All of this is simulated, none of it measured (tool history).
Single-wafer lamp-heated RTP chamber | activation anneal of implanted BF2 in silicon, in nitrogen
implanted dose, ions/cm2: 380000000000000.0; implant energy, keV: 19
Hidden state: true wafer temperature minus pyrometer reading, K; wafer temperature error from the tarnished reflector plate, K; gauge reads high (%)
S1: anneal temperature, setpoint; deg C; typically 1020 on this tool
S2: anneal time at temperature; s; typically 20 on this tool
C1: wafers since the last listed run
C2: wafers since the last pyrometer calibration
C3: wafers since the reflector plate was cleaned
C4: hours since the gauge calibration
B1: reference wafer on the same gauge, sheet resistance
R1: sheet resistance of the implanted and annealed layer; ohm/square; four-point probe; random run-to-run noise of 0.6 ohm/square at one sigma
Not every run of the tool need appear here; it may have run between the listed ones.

run,hour,S1,S2,C1,C2,C3,C4,B1,R1
1,0.0,1020,20,0,3145,2764,138.0,396.73,340.24
# hour 43.9: pyrometer window cleaned and pyrometer calibrated
2,51.8,1020,20,458,82,3222,189.8,396.81,344.05
3,93.8,1020,20,439,521,3662,231.8,397.30,344.05
4,138.9,1020,25,471,993,4133,276.9,396.91,341.32
5,198.6,1020,20,624,1617,4758,336.6,397.01,343.07
6,242.5,1020,20,459,2077,5217,380.5,397.13,342.75
7,268.9,1020,20,276,2353,5493,406.9,397.06,341.02
# hour 283.6: reflector plate cleaned
# hour 324.9: pyrometer window cleaned and pyrometer calibrated
8,340.3,1020,20,579,160,509,478.3,397.03,343.56
9,383.0,1020,20,446,607,956,521.0,396.73,344.28
10,424.4,1020,20,432,1040,1389,562.4,396.77,343.59
11,454.4,1000,20,313,1353,1702,592.4,396.91,349.07
12,497.6,1020,20,451,1805,2154,635.6,396.71,343.05
13,556.6,1020,20,617,2422,2771,694.6,397.07,342.08
# hour 599.6: pyrometer window cleaned and pyrometer calibrated
14,615.4,1020,20,531,165,3302,753.4,396.93,343.49
15,652.9,1011,14,392,557,3695,790.9,397.04,347.98
16,692.5,993,16,414,971,4109,830.5,397.02,353.28
17,739.8,1020,20,494,1466,4603,877.8,397.01,343.78
18,805.5,1002,25,687,2153,5290,943.5,397.13,344.85
# hour 884.1: pyrometer window cleaned and pyrometer calibrated
# hour 896.9: reflector plate cleaned
# hour 970.9: gauge calibrated
19,1012.6,1020,20,1998,1260,1210,41.7,397.14,344.32
20,1080.5,1040,16,710,1970,1920,109.6,396.89,339.12
21,1132.7,993,9,545,2516,2466,161.8,396.80,354.63
# hour 1183.4: pyrometer window cleaned and pyrometer calibrated
22,1198.5,1020,20,604,158,3070,227.6,397.07,344.05
23,1233.2,1020,20,362,521,3433,262.3,396.93,343.32
24,1262.1,1003,31,302,823,3735,291.2,396.84,344.17
25,1301.6,1020,27,413,1236,4148,330.7,396.95,339.80
26,1362.5,1043,9,636,1873,4785,391.6,396.85,343.32
27,1388.3,1031,12,269,2143,5055,417.4,396.82,343.43
# hour 1514.8: reflector plate cleaned
# hour 1519.5: pyrometer window cleaned and pyrometer calibrated
28,1570.8,1020,20,1775,536,536,599.9,397.00,343.29

Here are 4 independent what-if runs from the current tool condition. What would each one return?
A,1571.2,1020,20,4,540,540,600.3,?,?
B,1571.2,998,25,4,540,540,600.3,?,?
C,1571.2,1020,13,4,540,540,600.3,?,?
D,1571.2,1039,25,4,540,540,600.3,?,?

run,B1,R1
A,397.04,343.94
B,397.04,347.43
C,397.04,347.29
D,397.04,336.59
With no hidden state in the tool, these same runs would have given:
run,R1
A,344.20
B,347.82
C,347.51
D,336.92

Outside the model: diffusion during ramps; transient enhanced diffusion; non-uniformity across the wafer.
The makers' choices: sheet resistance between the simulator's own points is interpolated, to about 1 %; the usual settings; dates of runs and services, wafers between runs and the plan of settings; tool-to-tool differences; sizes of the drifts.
